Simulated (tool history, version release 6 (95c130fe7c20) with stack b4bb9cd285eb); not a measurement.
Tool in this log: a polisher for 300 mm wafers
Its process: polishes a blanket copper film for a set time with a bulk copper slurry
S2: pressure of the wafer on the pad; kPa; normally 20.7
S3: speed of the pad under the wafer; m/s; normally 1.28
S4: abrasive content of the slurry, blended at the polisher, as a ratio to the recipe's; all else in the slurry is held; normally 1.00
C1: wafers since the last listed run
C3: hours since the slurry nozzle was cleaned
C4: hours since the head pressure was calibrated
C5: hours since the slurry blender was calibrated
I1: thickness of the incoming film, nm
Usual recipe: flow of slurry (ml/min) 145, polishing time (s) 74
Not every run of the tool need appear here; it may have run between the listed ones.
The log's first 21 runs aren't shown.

run 22 day=13.067 | flow_of_slurry_(ml/min)=145 S2=20.7 S3=1.50 S4=1.00 polishing_time_(s)=74 | C1=84 wafers_polished_on_this_pad=855 C3=37.6 C4=226.4 C5=56.4 | I1=4617.7 | film_removed_(nm)=1084.4
run 23 day=13.596 | flow_of_slurry_(ml/min)=125 S2=20.7 S3=1.08 S4=0.85 polishing_time_(s)=56 | C1=125 wafers_polished_on_this_pad=981 C3=50.3 C4=239.1 C5=69.1 | I1=4665.2 | film_removed_(nm)=633.5
run 24 day=14.575 | flow_of_slurry_(ml/min)=145 S2=20.7 S3=1.28 S4=1.00 polishing_time_(s)=74 | C1=233 wafers_polished_on_this_pad=1214 C3=73.8 C4=262.6 C5=92.6 | I1=4655.0 | film_removed_(nm)=1004.0
run 25 day=14.921 | flow_of_slurry_(ml/min)=145 S2=20.7 S3=1.28 S4=1.00 polishing_time_(s)=74 | C1=82 wafers_polished_on_this_pad=1297 C3=82.1 C4=270.9 C5=100.9 | I1=4577.8 | film_removed_(nm)=996.6
-- day=15.362 worn pad replaced by a new one
run 26 day=15.383 | flow_of_slurry_(ml/min)=145 S2=20.7 S3=1.28 S4=1.00 polishing_time_(s)=74 | C1=70 wafers_polished_on_this_pad=4 C3=93.2 C4=282.0 C5=112.0 | I1=4614.9 | film_removed_(nm)=986.7
run 27 day=15.975 | flow_of_slurry_(ml/min)=105 S2=20.7 S3=1.52 S4=1.00 polishing_time_(s)=74 | C1=140 wafers_polished_on_this_pad=145 C3=107.4 C4=296.2 C5=126.2 | I1=4682.6 | film_removed_(nm)=1017.0
-- day=16.100 slurry blender recalibrated
run 28 day=16.588 | flow_of_slurry_(ml/min)=145 S2=20.7 S3=1.28 S4=1.00 polishing_time_(s)=74 | C1=125 wafers_polished_on_this_pad=271 C3=122.1 C4=310.9 C5=11.7 | I1=4642.6 | film_removed_(nm)=979.3
run 29 day=17.100 | flow_of_slurry_(ml/min)=125 S2=20.7 S3=1.28 S4=1.00 polishing_time_(s)=74 | C1=122 wafers_polished_on_this_pad=393 C3=134.4 C4=323.2 C5=24.0 | I1=4669.0 | film_removed_(nm)=930.7
run 30 day=17.438 | flow_of_slurry_(ml/min)=145 S2=17.9 S3=1.56 S4=1.00 polishing_time_(s)=74 | C1=80 wafers_polished_on_this_pad=474 C3=142.5 C4=331.3 C5=32.1 | I1=4671.7 | film_removed_(nm)=917.0

4 options for the next run, each taken on its own from the tool as it stands now. Forecast them:
run A day=17.454 | flow_of_slurry_(ml/min)=145 S2=20.7 S3=1.28 S4=1.00 polishing_time_(s)=74 | C1=3 wafers_polished_on_this_pad=478 C3=142.9 C4=331.7 C5=32.5 | I1=4625.5 | film_removed_(nm)=?
run B day=17.454 | flow_of_slurry_(ml/min)=175 S2=20.7 S3=0.96 S4=1.00 polishing_time_(s)=74 | C1=3 wafers_polished_on_this_pad=478 C3=142.9 C4=331.7 C5=32.5 | I1=4625.5 | film_removed_(nm)=?
run C day=17.454 | flow_of_slurry_(ml/min)=145 S2=20.7 S3=1.42 S4=0.80 polishing_time_(s)=99 | C1=3 wafers_polished_on_this_pad=478 C3=142.9 C4=331.7 C5=32.5 | I1=4625.5 | film_removed_(nm)=?
run D day=17.454 | flow_of_slurry_(ml/min)=145 S2=20.7 S3=1.28 S4=0.80 polishing_time_(s)=74 | C1=3 wafers_polished_on_this_pad=478 C3=142.9 C4=331.7 C5=32.5 | I1=4625.5 | film_removed_(nm)=?

run=A film_removed_(nm)=976.3
run=B film_removed_(nm)=856.7
run=C film_removed_(nm)=1348.0
run=D film_removed_(nm)=945.5
Without the tool's hidden state the same runs would have given:
run=A film_removed_(nm)=1026.2
run=B film_removed_(nm)=899.1
run=C film_removed_(nm)=1416.9
run=D film_removed_(nm)=993.8
